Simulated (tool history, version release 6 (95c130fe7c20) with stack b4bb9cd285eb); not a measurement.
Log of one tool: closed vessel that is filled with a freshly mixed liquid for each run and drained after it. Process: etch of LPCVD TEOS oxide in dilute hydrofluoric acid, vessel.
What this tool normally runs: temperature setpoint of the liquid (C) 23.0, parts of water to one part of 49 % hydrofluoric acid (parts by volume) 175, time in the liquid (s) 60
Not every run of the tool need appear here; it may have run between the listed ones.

run     day  temperature setpoint of the liquid (C)  parts of water to one part of 49 % hydrofluoric acid (parts by volume)  time in the liquid (s)  read-back film thickness of the LPCVD TEOS oxide reference wafer, read on the same gauge (nm)  thickness taken off the LPCVD TEOS oxide on a monitor wafer (angstrom)
  1   0.000                                    23.0                                                                     215                      60                                                                                          40.02                                                                   127.9
  2   1.467                                    23.0                                                                     215                      60                                                                                          40.01                                                                   128.2
  3   2.546                                    23.0                                                                     215                      60                                                                                          40.01                                                                   127.5
  4   3.133                                    23.0                                                                     175                      60                                                                                          40.00                                                                   163.4
  5   3.804                                    23.0                                                                     175                      60                                                                                          40.00                                                                   163.7
  6   4.546                                    23.0                                                                     175                      60                                                                                          40.00                                                                   164.6
  7   8.917                                    23.0                                                                     230                      80                                                                                          39.96                                                                   158.1
  8  10.246                                    23.0                                                                     175                      60                                                                                          40.02                                                                   162.5
  9  11.058                                    23.0                                                                     175                      60                                                                                          40.00                                                                   163.5
 10  12.375                                    23.0                                                                     175                      60                                                                                          40.00                                                                   156.9
 11  13.583                                    23.0                                                                     205                      60                                                                                          40.01                                                                   130.1
 12  14.488                                    23.0                                                                     205                      60                                                                                          39.97                                                                   130.4
 13  15.267                                    23.0                                                                     205                      60                                                                                          40.02                                                                   131.1
 14  16.296                                    26.0                                                                     175                      70                                                                                          40.01                                                                   207.3
 15  17.083                                    23.0                                                                     175                      60                                                                                          39.99                                                                   158.1
 16  18.258                                    23.0                                                                     135                      50                                                                                          40.05                                                                   177.4
 17  19.212                                    24.5                                                                     230                      80                                                                                          40.04                                                                   158.9
 18  20.383                                    18.5                                                                     175                      90                                                                                          39.98                                                                   197.6
 19  21.867                                    19.5                                                                     260                      75                                                                                          40.02                                                                   107.4
 20  22.575                                    19.0                                                                     145                      45                                                                                          40.02                                                                   126.1
 21  23.767                                    21.5                                                                     175                      60                                                                                          40.01                                                                   150.1
 22  24.862                                    28.0                                                                     260                      40                                                                                          40.01                                                                    77.6
 23  25.646                                    26.0                                                                     175                      70                                                                                          39.99                                                                   204.4
 24  26.692                                    26.0                                                                     115                      80                                                                                          39.99                                                                   387.0
 25  27.871                                    23.0                                                                     175                      60                                                                                          40.02                                                                   157.4
 26  29.025                                    20.0                                                                     210                      70                                                                                          39.99                                                                   131.8
 27  30.225                                    23.0                                                                     175                      60                                                                                          40.00                                                                   157.8
 28  31.462                                    23.0                                                                     200                      60                                                                                          39.97                                                                   134.3
 29  32.112                                    23.0                                                                     175                      35                                                                                          40.04                                                                    92.9
 30  32.925                                    27.0                                                                     130                      80                                                                                          39.99                                                                   347.6

The log once held 4 entries between its listed runs, left out of this copy. Where does each go, and what is different about the tool's unlogged condition between the listed run before it and the listed run after it?
Logged between run 4 and run 5: gauge calibrated (day 3.388)
  liquid colder than its thermometer reads (K): 1.41 -> 1.43; hydrofluoric acid flow above the setpoint (%): 6.52 -> 6.6
  difference, measured minus the result without the unlogged condition, thickness taken off the LPCVD TEOS oxide on a monitor wafer (angstrom): +3.3 -> +3.3
Logged between run 9 and run 10: hydrofluoric acid flow meter replaced (day 11.729); thermometer replaced (day 12.033)
  liquid colder than its thermometer reads (K): 1.7 -> 0.49; hydrofluoric acid flow above the setpoint (%): 7.5 -> 0.31
  difference, measured minus the result without the unlogged condition, thickness taken off the LPCVD TEOS oxide on a monitor wafer (angstrom): +3.2 -> -2.4
Logged between run 18 and run 19: gauge calibrated (day 21.588)
  liquid colder than its thermometer reads (K): 0.784 -> 0.838; hydrofluoric acid flow above the setpoint (%): 1.3 -> 1.48
  difference, measured minus the result without the unlogged condition, thickness taken off the LPCVD TEOS oxide on a monitor wafer (angstrom): -3.2 -> -1.4
